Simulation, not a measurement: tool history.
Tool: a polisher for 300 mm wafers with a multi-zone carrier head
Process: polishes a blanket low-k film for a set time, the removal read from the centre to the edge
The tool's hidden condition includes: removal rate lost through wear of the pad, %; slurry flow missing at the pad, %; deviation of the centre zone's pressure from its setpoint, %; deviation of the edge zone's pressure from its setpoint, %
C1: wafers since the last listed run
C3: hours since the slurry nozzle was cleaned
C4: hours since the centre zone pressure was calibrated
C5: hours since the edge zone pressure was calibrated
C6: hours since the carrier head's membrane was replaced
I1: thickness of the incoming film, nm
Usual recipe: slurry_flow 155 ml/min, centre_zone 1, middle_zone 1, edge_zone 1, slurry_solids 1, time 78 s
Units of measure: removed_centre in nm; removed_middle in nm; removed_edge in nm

Run 1, hour 0: usual settings; C1 0; wafers polished on this pad 2818; C3 696; C4 607.1; C5 230.6; C6 759.8; I1 451.8. Result: removed_centre 29.6 nm, removed_middle 29.6 nm, removed_edge 30.7 nm.
At hour 23.6: slurry nozzle cleaned.
Run 2, hour 56.3: usual settings; C1 308; wafers polished on this pad 3126; C3 32.7; C4 663.4; C5 286.9; C6 816.1; I1 455.4. Result: removed_centre 31.8 nm, removed_middle 31.1 nm, removed_edge 31.7 nm.
Run 3, hour 157.5: usual settings but centre_zone 1.08; C1 564; wafers polished on this pad 3691; C3 133.9; C4 764.6; C5 388.1; C6 917.3; I1 457.6. Result: removed_centre 34.3 nm, removed_middle 31.2 nm, removed_edge 32.4 nm.
Run 4, hour 247.8: usual settings but slurry_flow 205 ml/min, middle_zone 0.92, edge_zone 0.89, time 63 s; C1 504; wafers polished on this pad 4195; C3 224.2; C4 854.9; C5 478.4; C6 1007.6; I1 449.1. Result: removed_centre 26.8 nm, removed_middle 23.9 nm, removed_edge 25 nm.
At hour 278: worn pad replaced by a new one.
At hour 290.4: centre zone pressure recalibrated.
Run 5, hour 344: usual settings but slurry_flow 115 ml/min; C1 503; wafers polished on this pad 357; C3 320.4; C4 53.6; C5 574.6; C6 1103.8; I1 454.2. Result: removed_centre 29.3 nm, removed_middle 28.8 nm, removed_edge 30.6 nm.
Run 6, hour 404.8: usual settings but middle_zone 0.91; C1 339; wafers polished on this pad 696; C3 381.2; C4 114.4; C5 635.4; C6 1164.6; I1 454.3. Result: removed_centre 30.6 nm, removed_middle 28.3 nm, removed_edge 31.4 nm.
Run 7, hour 462.1: usual settings but slurry_solids 0.85; C1 319; wafers polished on this pad 1016; C3 438.5; C4 171.7; C5 692.7; C6 1221.9; I1 448.9. Result: removed_centre 28.1 nm, removed_middle 28.6 nm, removed_edge 28.8 nm.
Run 8, hour 499: usual settings but slurry_flow 130 ml/min, edge_zone 1.11, time 96 s; C1 205; wafers polished on this pad 1222; C3 475.4; C4 208.6; C5 729.6; C6 1258.8; I1 449.8. Result: removed_centre 36.4 nm, removed_middle 36.1 nm, removed_edge 39.5 nm.
At hour 550.3: edge zone pressure recalibrated.
Run 9, hour 576.2: usual settings but slurry_flow 195 ml/min, middle_zone 1.08; C1 419; wafers polished on this pad 1642; C3 552.6; C4 285.8; C5 25.9; C6 1336; I1 449.5. Result: removed_centre 31.5 nm, removed_middle 33.4 nm, removed_edge 32.2 nm.
Run 10, hour 673.9: usual settings; C1 545; wafers polished on this pad 2187; C3 650.3; C4 383.5; C5 123.6; C6 1433.7; I1 447.8. Result: removed_centre 30.1 nm, removed_middle 29.6 nm, removed_edge 31 nm.
Run 11, hour 736.8: usual settings but centre_zone 0.95; C1 351; wafers polished on this pad 2538; C3 713.2; C4 446.4; C5 186.5; C6 1496.6; I1 445.8. Result: removed_centre 28.2 nm, removed_middle 29.5 nm, removed_edge 30.7 nm.
At hour 756.2: slurry nozzle cleaned.
At hour 910.2: worn pad replaced by a new one.
Run 12, hour 1021.4: usual settings but slurry_flow 110 ml/min, centre_zone 1.09, middle_zone 1.04; C1 1560; wafers polished on this pad 620; C3 265.2; C4 731; C5 471.1; C6 1781.2; I1 450.4. Result: removed_centre 32.3 nm, removed_middle 29.7 nm, removed_edge 29.8 nm.
At hour 1063.5: carrier head's membrane replaced by a new one.
Run 13, hour 1122.2: usual settings but slurry_flow 110 ml/min, time 87 s; C1 534; wafers polished on this pad 1155; C3 366; C4 831.8; C5 571.9; C6 58.7; I1 448.9. Result: removed_centre 32.3 nm, removed_middle 31.8 nm, removed_edge 34.3 nm.
At hour 1146.9: centre zone pressure recalibrated.
Run 14, hour 1204.1: usual settings but slurry_flow 140 ml/min, centre_zone 0.96, slurry_solids 1.25, time 104 s; C1 445; wafers polished on this pad 1601; C3 447.9; C4 57.2; C5 653.8; C6 140.6; I1 448. Result: removed_centre 41.7 nm, removed_middle 43.1 nm, removed_edge 45.3 nm.
Run 15, hour 1302.2: usual settings but centre_zone 0.96; C1 547; wafers polished on this pad 2149; C3 546; C4 155.3; C5 751.9; C6 238.7; I1 448.7. Result: removed_centre 29.1 nm, removed_middle 30 nm, removed_edge 31.6 nm.
At hour 1351.1: edge zone pressure recalibrated.
Run 16, hour 1380: usual settings; C1 423; wafers polished on this pad 2572; C3 623.8; C4 233.1; C5 28.9; C6 316.5; I1 447.8. Result: removed_centre 29.7 nm, removed_middle 29.8 nm, removed_edge 30.8 nm.
At hour 1433.6: slurry nozzle cleaned.
At hour 1689: worn pad replaced by a new one.
Run 17, hour 1690.3: usual settings; C1 1704; wafers polished on this pad 7; C3 256.7; C4 543.4; C5 339.2; C6 626.8; I1 449.6. Result: removed_centre 31.6 nm, removed_middle 30.6 nm, removed_edge 31.6 nm.
Run 18, hour 1780.6: usual settings but centre_zone 1.08, edge_zone 1.06, time 55 s; C1 504; wafers polished on this pad 511; C3 347; C4 633.7; C5 429.5; C6 717.1; I1 455.2. Result: removed_centre 23.7 nm, removed_middle 21.3 nm, removed_edge 23 nm.
Run 19, hour 1946: usual settings; C1 923; wafers polished on this pad 1434; C3 512.4; C4 799.1; C5 594.9; C6 882.5; I1 454.6. Result: removed_centre 30.7 nm, removed_middle 29.6 nm, removed_edge 31.7 nm.
Run 20, hour 2016.7: usual settings but centre_zone 1.08, edge_zone 1.06, time 55 s; C1 394; wafers polished on this pad 1828; C3 583.1; C4 869.8; C5 665.6; C6 953.2; I1 452.8. Result: removed_centre 23.3 nm, removed_middle 21 nm, removed_edge 22.9 nm.
At hour 2059.3: centre zone pressure recalibrated.
At hour 2075.6: edge zone pressure recalibrated.
Run 21, hour 2081.4: usual settings; C1 338; wafers polished on this pad 2167; C3 647.8; C4 22.1; C5 5.8; C6 1017.9; I1 452.9. Result: removed_centre 30.1 nm, removed_middle 29.3 nm, removed_edge 31.6 nm.

Here are 4 independent what-if runs from the current tool condition. What would each one return?
Run A, hour 2081.8: usual settings; C1 2; wafers polished on this pad 2169; C3 648.2; C4 22.5; C5 6.2; C6 1018.3; I1 453.6. Result: removed_centre ?, removed_middle ?, removed_edge ?.
Run B, hour 2081.8: usual settings but slurry_flow 175 ml/min, middle_zone 0.94, slurry_solids 1.25, time 65 s; C1 2; wafers polished on this pad 2169; C3 648.2; C4 22.5; C5 6.2; C6 1018.3; I1 453.6. Result: removed_centre ?, removed_middle ?, removed_edge ?.
Run C, hour 2081.8: usual settings but slurry_flow 105 ml/min, centre_zone 1.11, middle_zone 1.1, slurry_solids 1.1; C1 2; wafers polished on this pad 2169; C3 648.2; C4 22.5; C5 6.2; C6 1018.3; I1 453.6. Result: removed_centre ?, removed_middle ?, removed_edge ?.
Run D, hour 2081.8: usual settings but slurry_solids 0.75; C1 2; wafers polished on this pad 2169; C3 648.2; C4 22.5; C5 6.2; C6 1018.3; I1 453.6. Result: removed_centre ?, removed_middle ?, removed_edge ?.

run  removed_centre  removed_middle  removed_edge
  A            29.9            29.4          31.2
  B              28            26.1            29
  C            31.7            30.7          30.8
  D            26.1            25.6          27.2
Stripped of hidden state, with their random variation kept, the same runs would have yielded:
run  removed_centre  removed_middle  removed_edge
  A            31.8              31          32.4
  B            29.6            27.4            30
  C            34.4              33          32.3
  D            27.7              27          28.3
